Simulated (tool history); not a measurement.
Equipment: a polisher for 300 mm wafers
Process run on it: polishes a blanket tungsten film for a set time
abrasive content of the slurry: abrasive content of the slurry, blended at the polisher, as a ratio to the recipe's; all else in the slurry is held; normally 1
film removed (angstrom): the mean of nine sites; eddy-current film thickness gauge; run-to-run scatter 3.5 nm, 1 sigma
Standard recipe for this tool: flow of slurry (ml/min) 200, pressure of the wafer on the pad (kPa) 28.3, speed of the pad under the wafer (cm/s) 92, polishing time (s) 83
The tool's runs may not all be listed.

run   hour  flow of slurry (ml/min)  pressure of the wafer on the pad (kPa)  speed of the pad under the wafer (cm/s)  abrasive content of the slurry  polishing time (s)  incoming thickness of the incoming film, nm  film removed (angstrom)
  1      0                      200                                    33.8                                       92                               1                  83                                       1131.5                     3846
  2   12.7                      200                                    33.8                                       92                               1                  83                                       1132.9                     3822
  3   19.9                      200                                    28.3                                       92                               1                  83                                       1147.3                     3224
  4   26.4                      200                                    28.3                                       92                               1                  83                                       1126.9                     3197
      37.9  -- worn pad replaced by a new one
  5   38.4                      200                                    28.3                                       92                               1                  83                                       1147.3                     3154
  6   53.9                      200                                    28.3                                       92                               1                  83                                       1135.3                     3181
  7   66.3                      200                                    28.3                                       92                               1                  83                                       1116.4                     3192
      71.2  -- slurry tank refilled with fresh slurry and peroxide
  8   77.8                      200                                    33.1                                       92                             0.9                  83                                       1159.1                     3597
  9   87.3                      200                                    33.1                                       92                             0.9                  83                                       1127.3                     3614
 10   94.3                      200                                    28.3                                       92                               1                  83                                       1150.9                     3162
     102.6  -- worn pad replaced by a new one
     107.7  -- slurry blender recalibrated
 11  110.7                      245                                    20.7                                       92                            0.75                  92                                       1135.1                     2345
     123.1  -- head pressure recalibrated
 12  124.1                      260                                      20                                       74                               1                  58                                       1143.2                     1238
 13  138.5                      200                                    28.3                                       92                            0.85                  83                                       1136.6                     2925
     143.5  -- slurry blender recalibrated, repeated, since the last time left the tool worse
 14  146.4                      200                                    36.5                                       92                             1.2                  83                                       1131.7                     4497
     157.7  -- worn pad replaced by a new one
 15  158.2                      200                                    28.3                                       92                               1                  83                                       1149.3                     3331

What will run 16 give?
     162.3  -- slurry nozzle cleaned
     169.5  -- slurry tank refilled with fresh slurry and peroxide
 16   195                      145                                    22.1                                       92                             1.1                 110                                       1140.7                        ?

film removed (angstrom): 3450
Were there no unlogged condition in the tool, this run, its random variation unchanged, would have produced film removed (angstrom) 3469.

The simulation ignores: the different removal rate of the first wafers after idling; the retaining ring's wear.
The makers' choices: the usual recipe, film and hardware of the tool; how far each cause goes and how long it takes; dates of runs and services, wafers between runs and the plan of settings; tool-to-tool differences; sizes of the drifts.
